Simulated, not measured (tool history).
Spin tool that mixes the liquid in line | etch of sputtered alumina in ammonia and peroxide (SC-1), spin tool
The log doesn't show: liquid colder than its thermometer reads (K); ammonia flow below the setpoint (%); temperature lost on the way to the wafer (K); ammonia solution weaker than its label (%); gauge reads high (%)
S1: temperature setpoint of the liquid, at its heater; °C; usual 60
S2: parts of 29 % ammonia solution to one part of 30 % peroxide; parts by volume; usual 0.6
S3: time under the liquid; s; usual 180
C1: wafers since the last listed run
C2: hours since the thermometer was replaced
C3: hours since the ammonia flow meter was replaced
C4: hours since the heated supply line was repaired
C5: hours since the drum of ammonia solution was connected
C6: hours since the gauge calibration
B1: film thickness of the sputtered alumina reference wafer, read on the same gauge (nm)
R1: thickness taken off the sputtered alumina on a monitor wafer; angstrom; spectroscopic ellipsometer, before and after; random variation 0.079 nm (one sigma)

{"run": 1, "hour": 0.0, "S1": 57.5, "S2": 0.6, "S3": 180, "C1": 0, "C2": 459.1, "C3": 358.4, "C4": 2535.2, "C5": 73.1, "C6": 1554.7, "B1": 29.98, "R1": 135.5}
{"hour": 11.3, "done": "gauge calibrated"}
{"run": 2, "hour": 71.1, "S1": 57.5, "S2": 0.6, "S3": 180, "C1": 481, "C2": 530.2, "C3": 429.5, "C4": 2606.3, "C5": 144.2, "C6": 59.8, "B1": 30.01, "R1": 136.7}
{"run": 3, "hour": 141.5, "S1": 57.5, "S2": 0.6, "S3": 180, "C1": 476, "C2": 600.6, "C3": 499.9, "C4": 2676.7, "C5": 214.6, "C6": 130.2, "B1": 29.99, "R1": 136.3}
{"run": 4, "hour": 178.4, "S1": 67.5, "S2": 0.6, "S3": 180, "C1": 249, "C2": 637.5, "C3": 536.8, "C4": 2713.6, "C5": 251.5, "C6": 167.1, "B1": 30.01, "R1": 224.7}
{"run": 5, "hour": 213.7, "S1": 67.5, "S2": 0.6, "S3": 180, "C1": 239, "C2": 672.8, "C3": 572.1, "C4": 2748.9, "C5": 286.8, "C6": 202.4, "B1": 30, "R1": 225.5}
{"run": 6, "hour": 262.0, "S1": 60, "S2": 0.6, "S3": 180, "C1": 327, "C2": 721.1, "C3": 620.4, "C4": 2797.2, "C5": 335.1, "C6": 250.7, "B1": 30.01, "R1": 155.5}
{"hour": 289.2, "done": "heated supply line repaired"}
{"hour": 359.5, "done": "ammonia flow meter replaced"}
{"run": 7, "hour": 379.5, "S1": 60, "S2": 0.5, "S3": 110, "C1": 782, "C2": 838.6, "C3": 20, "C4": 90.3, "C5": 452.6, "C6": 368.2, "B1": 29.98, "R1": 89.9}
{"hour": 431.7, "done": "thermometer replaced"}
{"run": 8, "hour": 436.5, "S1": 53.5, "S2": 0.3, "S3": 130, "C1": 379, "C2": 4.8, "C3": 77, "C4": 147.3, "C5": 509.6, "C6": 425.2, "B1": 29.99, "R1": 71.8}
{"hour": 489.6, "done": "new drum of ammonia solution connected"}
{"run": 9, "hour": 507.0, "S1": 56.5, "S2": 0.7, "S3": 135, "C1": 470, "C2": 75.3, "C3": 147.5, "C4": 217.8, "C5": 17.4, "C6": 495.7, "B1": 29.99, "R1": 95.4}
{"run": 10, "hour": 542.5, "S1": 60, "S2": 0.6, "S3": 180, "C1": 240, "C2": 110.8, "C3": 183, "C4": 253.3, "C5": 52.9, "C6": 531.2, "B1": 30.01, "R1": 149.2}
{"run": 11, "hour": 598.3, "S1": 60, "S2": 0.6, "S3": 215, "C1": 377, "C2": 166.6, "C3": 238.8, "C4": 309.1, "C5": 108.7, "C6": 587, "B1": 30.01, "R1": 178}
{"hour": 633.9, "done": "heated supply line repaired, repeated, since the last time left the tool worse"}
{"run": 12, "hour": 656.5, "S1": 53, "S2": 0.6, "S3": 235, "C1": 387, "C2": 224.8, "C3": 297, "C4": 22.6, "C5": 166.9, "C6": 645.2, "B1": 30.01, "R1": 143.4}
{"run": 13, "hour": 727.6, "S1": 60, "S2": 0.6, "S3": 180, "C1": 481, "C2": 295.9, "C3": 368.1, "C4": 93.7, "C5": 238, "C6": 716.3, "B1": 29.99, "R1": 158.5}
{"run": 14, "hour": 761.3, "S1": 60, "S2": 0.45, "S3": 180, "C1": 228, "C2": 329.6, "C3": 401.8, "C4": 127.4, "C5": 271.7, "C6": 750, "B1": 30.01, "R1": 156.8}
{"run": 15, "hour": 812.4, "S1": 53, "S2": 0.4, "S3": 70, "C1": 346, "C2": 380.7, "C3": 452.9, "C4": 178.5, "C5": 322.8, "C6": 801.1, "B1": 29.98, "R1": 41.6}
{"run": 16, "hour": 864.7, "S1": 53, "S2": 0.4, "S3": 70, "C1": 354, "C2": 433, "C3": 505.2, "C4": 230.8, "C5": 375.1, "C6": 853.4, "B1": 29.98, "R1": 40.9}
{"run": 17, "hour": 892.9, "S1": 66, "S2": 0.5, "S3": 180, "C1": 190, "C2": 461.2, "C3": 533.4, "C4": 259, "C5": 403.3, "C6": 881.6, "B1": 30.01, "R1": 212.1}
{"run": 18, "hour": 958.8, "S1": 51, "S2": 0.3, "S3": 230, "C1": 446, "C2": 527.1, "C3": 599.3, "C4": 324.9, "C5": 469.2, "C6": 947.5, "B1": 29.99, "R1": 118.5}
{"run": 19, "hour": 993.4, "S1": 60, "S2": 0.5, "S3": 110, "C1": 234, "C2": 561.7, "C3": 633.9, "C4": 359.5, "C5": 503.8, "C6": 982.1, "B1": 29.98, "R1": 94.9}
{"run": 20, "hour": 1046.8, "S1": 60, "S2": 0.35, "S3": 180, "C1": 361, "C2": 615.1, "C3": 687.3, "C4": 412.9, "C5": 557.2, "C6": 1035.5, "B1": 30.01, "R1": 151}
{"run": 21, "hour": 1078.0, "S1": 60, "S2": 0.9, "S3": 180, "C1": 211, "C2": 646.3, "C3": 718.5, "C4": 444.1, "C5": 588.4, "C6": 1066.7, "B1": 29.98, "R1": 164.7}
{"hour": 1125.2, "done": "ammonia flow meter replaced"}
{"run": 22, "hour": 1132.9, "S1": 60, "S2": 0.6, "S3": 180, "C1": 365, "C2": 701.2, "C3": 7.7, "C4": 499, "C5": 643.3, "C6": 1121.6, "B1": 30, "R1": 160.2}
{"run": 23, "hour": 1176.7, "S1": 68.5, "S2": 0.5, "S3": 180, "C1": 296, "C2": 745, "C3": 51.5, "C4": 542.8, "C5": 687.1, "C6": 1165.4, "B1": 29.99, "R1": 235.7}
{"hour": 1189.6, "done": "new drum of ammonia solution connected"}
{"hour": 1233.5, "done": "thermometer replaced"}
{"run": 24, "hour": 1253.8, "S1": 50.5, "S2": 0.75, "S3": 220, "C1": 508, "C2": 20.3, "C3": 128.6, "C4": 619.9, "C5": 64.2, "C6": 1242.5, "B1": 29.99, "R1": 120.5}
{"run": 25, "hour": 1289.0, "S1": 52, "S2": 0.6, "S3": 180, "C1": 238, "C2": 55.5, "C3": 163.8, "C4": 655.1, "C5": 99.4, "C6": 1277.7, "B1": 30.02, "R1": 104.4}

How the hidden state differs across the entries between the runs, from the last listed run before each to the first after it:
Between runs 1 and 2: gauge calibrated (hour 11.3)
  temperature lost on the way to the wafer (K): 0.611 -> 0.627
  measured less the result without the state, R1: -4.4 -> -4.6 angstrom
Between runs 6 and 7: heated supply line repaired (hour 289.2); ammonia flow meter replaced (hour 359.5)
  temperature lost on the way to the wafer (K): 0.67 -> 1.29
  measured less the result without the state, R1: -5.5 -> -6.1 angstrom
Between runs 7 and 8: thermometer replaced (hour 431.7)
  temperature lost on the way to the wafer (K): 1.29 -> 1.3
  measured less the result without the state, R1: -6.1 -> -5.3 angstrom
Between runs 8 and 9: new drum of ammonia solution connected (hour 489.6)
  temperature lost on the way to the wafer (K): 1.3 -> 1.32
  measured less the result without the state, R1: -5.3 -> -6.9 angstrom
Between runs 11 and 12: heated supply line repaired, repeated, since the last time left the tool worse (hour 633.9)
  temperature lost on the way to the wafer (K): 1.34 -> 0.0814
  measured less the result without the state, R1: -12.8 -> -0.6 angstrom
Between runs 21 and 22: ammonia flow meter replaced (hour 1125.2)
  temperature lost on the way to the wafer (K): 0.176 -> 0.189
  measured less the result without the state, R1: -1.5 -> -1.6 angstrom
Between runs 23 and 24: new drum of ammonia solution connected (hour 1189.6); thermometer replaced (hour 1233.5)
  temperature lost on the way to the wafer (K): 0.199 -> 0.216
  measured less the result without the state, R1: -2.3 -> -1.5 angstrom
